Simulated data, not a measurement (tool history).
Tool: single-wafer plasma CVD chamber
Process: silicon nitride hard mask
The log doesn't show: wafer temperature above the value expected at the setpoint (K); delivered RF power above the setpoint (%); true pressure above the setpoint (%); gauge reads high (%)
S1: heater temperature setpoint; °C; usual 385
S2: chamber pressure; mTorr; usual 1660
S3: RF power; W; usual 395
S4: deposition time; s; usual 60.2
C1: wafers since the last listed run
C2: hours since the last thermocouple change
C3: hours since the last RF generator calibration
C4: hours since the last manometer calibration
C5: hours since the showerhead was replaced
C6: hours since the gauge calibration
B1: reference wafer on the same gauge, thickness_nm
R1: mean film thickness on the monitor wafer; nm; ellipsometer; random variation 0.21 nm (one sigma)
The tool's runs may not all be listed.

{"run": 1, "hour": 0.0, "S1": 385, "S2": 1660, "S3": 395, "S4": 65.2, "C1": 0, "C2": 600.1, "C3": 260.7, "C4": 556.7, "C5": 5086.2, "C6": 274.3, "B1": 82.582, "R1": 89.196}
{"run": 2, "hour": 69.0, "S1": 385, "S2": 1660, "S3": 395, "S4": 65.2, "C1": 864, "C2": 669.1, "C3": 329.7, "C4": 625.7, "C5": 5155.2, "C6": 343.3, "B1": 82.617, "R1": 88.561}
{"run": 3, "hour": 154.7, "S1": 385, "S2": 1660, "S3": 395, "S4": 60.2, "C1": 1073, "C2": 754.8, "C3": 415.4, "C4": 711.4, "C5": 5240.9, "C6": 429, "B1": 82.587, "R1": 82.257}
{"run": 4, "hour": 216.6, "S1": 385, "S2": 1660, "S3": 395, "S4": 60.2, "C1": 775, "C2": 816.7, "C3": 477.3, "C4": 773.3, "C5": 5302.8, "C6": 490.9, "B1": 82.632, "R1": 81.697}
{"run": 5, "hour": 301.5, "S1": 385, "S2": 1660, "S3": 395, "S4": 60.2, "C1": 1063, "C2": 901.6, "C3": 562.2, "C4": 858.2, "C5": 5387.7, "C6": 575.8, "B1": 82.625, "R1": 81.612}
{"run": 6, "hour": 396.4, "S1": 385, "S2": 1560, "S3": 395, "S4": 60.2, "C1": 1189, "C2": 996.5, "C3": 657.1, "C4": 953.1, "C5": 5482.6, "C6": 670.7, "B1": 82.634, "R1": 80.093}
{"run": 7, "hour": 463.4, "S1": 385, "S2": 1660, "S3": 395, "S4": 60.2, "C1": 839, "C2": 1063.5, "C3": 724.1, "C4": 1020.1, "C5": 5549.6, "C6": 737.7, "B1": 82.591, "R1": 81.566}
{"run": 8, "hour": 530.3, "S1": 385, "S2": 1660, "S3": 395, "S4": 60.2, "C1": 838, "C2": 1130.4, "C3": 791, "C4": 1087, "C5": 5616.5, "C6": 804.6, "B1": 82.626, "R1": 80.873}
{"run": 9, "hour": 850.4, "S1": 385, "S2": 1780, "S3": 395, "S4": 60.2, "C1": 4010, "C2": 1450.5, "C3": 1111.1, "C4": 1407.1, "C5": 5936.6, "C6": 1124.7, "B1": 82.615, "R1": 81.349}
{"run": 10, "hour": 943.4, "S1": 385, "S2": 1780, "S3": 395, "S4": 60.2, "C1": 1165, "C2": 1543.5, "C3": 1204.1, "C4": 1500.1, "C5": 6029.6, "C6": 1217.7, "B1": 82.657, "R1": 81.356}
{"run": 11, "hour": 1009.8, "S1": 385, "S2": 1780, "S3": 395, "S4": 60.2, "C1": 832, "C2": 1609.9, "C3": 1270.5, "C4": 1566.5, "C5": 6096, "C6": 1284.1, "B1": 82.589, "R1": 81.422}
{"run": 12, "hour": 1075.5, "S1": 385, "S2": 1660, "S3": 395, "S4": 60.2, "C1": 823, "C2": 1675.6, "C3": 1336.2, "C4": 1632.2, "C5": 6161.7, "C6": 1349.8, "B1": 82.608, "R1": 79.679}
{"hour": 1099.3, "done": "RF generator calibrated"}
{"run": 13, "hour": 1176.7, "S1": 385, "S2": 1660, "S3": 395, "S4": 60.2, "C1": 1167, "C2": 1776.8, "C3": 77.4, "C4": 1733.4, "C5": 6262.9, "C6": 1451, "B1": 82.6, "R1": 82.33}
{"run": 14, "hour": 1213.3, "S1": 371, "S2": 1660, "S3": 395, "S4": 65, "C1": 458, "C2": 1813.4, "C3": 114, "C4": 1770, "C5": 6299.5, "C6": 1487.6, "B1": 82.598, "R1": 89.044}
{"run": 15, "hour": 1271.2, "S1": 385, "S2": 1480, "S3": 395, "S4": 60.2, "C1": 725, "C2": 1871.3, "C3": 171.9, "C4": 1827.9, "C5": 6357.4, "C6": 1545.5, "B1": 82.594, "R1": 81.056}
{"hour": 1315.7, "done": "capacitance manometer re-zeroed and calibrated"}
{"run": 16, "hour": 1454.4, "S1": 389, "S2": 1330, "S3": 365, "S4": 60.2, "C1": 2195, "C2": 2054.5, "C3": 355.1, "C4": 138.7, "C5": 6540.6, "C6": 1728.7, "B1": 82.577, "R1": 73.952}
{"run": 17, "hour": 1540.9, "S1": 377, "S2": 1660, "S3": 370, "S4": 56.6, "C1": 1083, "C2": 2141, "C3": 441.6, "C4": 225.2, "C5": 6627.1, "C6": 1815.2, "B1": 82.631, "R1": 73.446}
{"run": 18, "hour": 1622.1, "S1": 371, "S2": 1660, "S3": 395, "S4": 60.2, "C1": 1017, "C2": 2222.2, "C3": 522.8, "C4": 306.4, "C5": 6708.3, "C6": 1896.4, "B1": 82.606, "R1": 80.881}
{"run": 19, "hour": 1661.5, "S1": 385, "S2": 1780, "S3": 395, "S4": 60.2, "C1": 493, "C2": 2261.6, "C3": 562.2, "C4": 345.8, "C5": 6747.7, "C6": 1935.8, "B1": 82.604, "R1": 81.832}
{"run": 20, "hour": 1745.0, "S1": 385, "S2": 1660, "S3": 395, "S4": 60.2, "C1": 1046, "C2": 2345.1, "C3": 645.7, "C4": 429.3, "C5": 6831.2, "C6": 2019.3, "B1": 82.565, "R1": 80.684}
{"run": 21, "hour": 1831.2, "S1": 371, "S2": 1660, "S3": 395, "S4": 60.2, "C1": 1080, "C2": 2431.3, "C3": 731.9, "C4": 515.5, "C5": 6917.4, "C6": 2105.5, "B1": 82.62, "R1": 81.427}
{"hour": 1865.8, "done": "showerhead replaced"}
{"hour": 1894.6, "done": "thermocouple changed; heater temperature recalibrated"}
{"hour": 1904.3, "done": "gauge calibrated"}
{"run": 22, "hour": 1909.3, "S1": 398, "S2": 1660, "S3": 395, "S4": 60.2, "C1": 778, "C2": 14.7, "C3": 810, "C4": 593.6, "C5": 43.5, "C6": 5, "B1": 82.604, "R1": 79.89}
{"run": 23, "hour": 2069.9, "S1": 375, "S2": 1800, "S3": 465, "S4": 48.8, "C1": 2012, "C2": 175.3, "C3": 970.6, "C4": 754.2, "C5": 204.1, "C6": 165.6, "B1": 82.587, "R1": 72.956}
{"run": 24, "hour": 2150.4, "S1": 377, "S2": 1260, "S3": 375, "S4": 71.4, "C1": 1008, "C2": 255.8, "C3": 1051.1, "C4": 834.7, "C5": 284.6, "C6": 246.1, "B1": 82.596, "R1": 88.589}
{"run": 25, "hour": 2214.4, "S1": 385, "S2": 2010, "S3": 330, "S4": 50, "C1": 801, "C2": 319.8, "C3": 1115.1, "C4": 898.7, "C5": 348.6, "C6": 310.1, "B1": 82.621, "R1": 61.468}
{"hour": 2314.6, "done": "RF generator calibrated"}
{"run": 26, "hour": 2315.1, "S1": 385, "S2": 1660, "S3": 395, "S4": 60.2, "C1": 1161, "C2": 420.5, "C3": 0.5, "C4": 999.4, "C5": 449.3, "C6": 410.8, "B1": 82.592, "R1": 82.503}
{"run": 27, "hour": 2369.2, "S1": 385, "S2": 1660, "S3": 425, "S4": 60.2, "C1": 677, "C2": 474.6, "C3": 54.6, "C4": 1053.5, "C5": 503.4, "C6": 464.9, "B1": 82.622, "R1": 85.793}
{"run": 28, "hour": 2473.7, "S1": 385, "S2": 1660, "S3": 395, "S4": 60.2, "C1": 1309, "C2": 579.1, "C3": 159.1, "C4": 1158, "C5": 607.9, "C6": 569.4, "B1": 82.63, "R1": 82.768}
{"run": 29, "hour": 2574.7, "S1": 397, "S2": 1520, "S3": 395, "S4": 55, "C1": 1265, "C2": 680.1, "C3": 260.1, "C4": 1259, "C5": 708.9, "C6": 670.4, "B1": 82.605, "R1": 73.646}

The tool's hidden state at each run:
wafer temperature above the value expected at the setpoint (K): 0 in every run
gauge reads high (%): 0 in every run
H1: delivered RF power above the setpoint (%)
H2: true pressure above the setpoint (%)
run=1 H1=-1.1 H2=6.04
run=2 H1=-1.37 H2=6.4
run=3 H1=-1.69 H2=6.79
run=4 H1=-1.93 H2=7.05
run=5 H1=-2.26 H2=7.36
run=6 H1=-2.62 H2=7.65
run=7 H1=-2.88 H2=7.84
run=8 H1=-3.13 H2=8
run=9 H1=-4.36 H2=8.59
run=10 H1=-4.71 H2=8.71
run=11 H1=-4.97 H2=8.78
run=12 H1=-5.22 H2=8.85
run=13 H1=-1 H2=8.94
run=14 H1=-1.14 H2=8.97
run=15 H1=-1.36 H2=9.01
run=16 H1=-2.07 H2=2.49
run=17 H1=-2.4 H2=3.37
run=18 H1=-2.71 H2=4.1
run=19 H1=-2.86 H2=4.41
run=20 H1=-3.18 H2=5.02
run=21 H1=-3.51 H2=5.57
run=22 H1=-3.81 H2=6.01
run=23 H1=-4.42 H2=6.74
run=24 H1=-4.73 H2=7.05
run=25 H1=-4.98 H2=7.26
run=26 H1=-0.22 H2=7.55
run=27 H1=-0.427 H2=7.69
run=28 H1=-0.828 H2=7.93
run=29 H1=-1.21 H2=8.12
